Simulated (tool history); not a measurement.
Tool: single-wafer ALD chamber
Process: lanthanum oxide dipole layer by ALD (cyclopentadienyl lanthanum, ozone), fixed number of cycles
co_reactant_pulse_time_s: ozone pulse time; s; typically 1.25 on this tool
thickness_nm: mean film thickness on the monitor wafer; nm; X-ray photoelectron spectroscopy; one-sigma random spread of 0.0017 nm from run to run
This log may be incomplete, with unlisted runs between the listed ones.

run   hour  co_reactant_pulse_time_s  wafers since the last listed run  hours since the last thermocouple change  hours since the last ozone generator service  hours since the showerhead was replaced  hours since the gauge calibration  read-back reference wafer on the same gauge, thickness_nm  thickness_nm
  1      0                      1.25                                 0                                    2583.4                                         510.3                                   5618.2                              358.3                                                      0.423         0.504
  2   34.7                      1.59                               667                                    2618.1                                           545                                   5652.9                                393                                                      0.423         0.523
  3   47.9                      1.59                               253                                    2631.3                                         558.2                                   5666.1                              406.2                                                      0.423         0.526
  4   71.7                      1.59                               457                                    2655.1                                           582                                   5689.9                                430                                                      0.423         0.522
  5   90.1                      1.25                               353                                    2673.5                                         600.4                                   5708.3                              448.4                                                      0.423         0.501
  6  114.4                      1.25                               467                                    2697.8                                         624.7                                   5732.6                              472.7                                                      0.423         0.496
  7  143.9                      1.25                               567                                    2727.3                                         654.2                                   5762.1                              502.2                                                      0.423         0.499
  8  173.1                      1.25                               561                                    2756.5                                         683.4                                   5791.3                              531.4                                                      0.423         0.496
     231.9  -- thermocouple changed; heater temperature recalibrated
     250.7  -- gauge calibrated
  9  263.3                      1.25                              1581                                      31.4                                         773.6                                   5881.5                               12.6                                                      0.423         0.492
 10  282.7                      1.25                               373                                      50.8                                           793                                   5900.9                                 32                                                      0.423         0.494
 11    295                      1.25                               236                                      63.1                                         805.3                                   5913.2                               44.3                                                      0.423         0.493
 12  320.1                      0.88                               482                                      88.2                                         830.4                                   5938.3                               69.4                                                      0.423         0.442
 13  338.9                      1.25                               361                                       107                                         849.2                                   5957.1                               88.2                                                      0.423         0.495
     359.2  -- ozone generator serviced
 14  363.4                      0.76                               317                                     131.5                                           4.2                                   5981.6                              112.7                                                      0.423          0.44
 15  389.1                      1.08                               494                                     157.2                                          29.9                                   6007.3                              138.4                                                      0.423          0.49
 16  423.3                      1.25                               657                                     191.4                                          64.1                                   6041.5                              172.6                                                      0.423         0.509
     462.9  -- showerhead replaced, of another model than before
 17  463.4                      1.59                               617                                     231.5                                         104.2                                      0.5                              212.7                                                      0.423         0.523
 18  554.9                      0.94                              1760                                       323                                         195.7                                       92                              304.2                                                      0.423         0.485
 19  583.7                      1.11                               554                                     351.8                                         224.5                                    120.8                                333                                                      0.423           0.5
 20  596.4                      1.61                               244                                     364.5                                         237.2                                    133.5                              345.7                                                      0.423         0.523
 21  629.2                         1                               630                                     397.3                                           270                                    166.3                              378.5                                                      0.423         0.488
 22  642.9                      1.41                               263                                       411                                         283.7                                      180                              392.2                                                      0.423         0.514
 23  663.9                      0.85                               403                                       432                                         304.7                                      201                              413.2                                                      0.423         0.478

Pick out some run-to-run changes in thickness_nm. Of each, how much would a tool without hidden state show as well, from the settings, what came in and chance, and how much is left for the hidden state and any gauge scatter not in both results compared?
The tool's hidden condition here consists of: wafer temperature above the value expected at the setpoint (K); ozone dose above that of a generator just serviced (%); gauge reads high (%).
Run 11 -> 12: co_reactant_pulse_time_s 1.25 -> 0.88. thickness_nm -0.051 nm: hidden state -0.007, all else -0.044.
Run 12 -> 13: co_reactant_pulse_time_s 0.88 -> 1.25. thickness_nm +0.053 nm: hidden state +0.005, all else +0.048.
Run 13 -> 14: co_reactant_pulse_time_s 1.25 -> 0.76, ozone generator serviced. thickness_nm -0.055 nm: hidden state +0.015, all else -0.07.

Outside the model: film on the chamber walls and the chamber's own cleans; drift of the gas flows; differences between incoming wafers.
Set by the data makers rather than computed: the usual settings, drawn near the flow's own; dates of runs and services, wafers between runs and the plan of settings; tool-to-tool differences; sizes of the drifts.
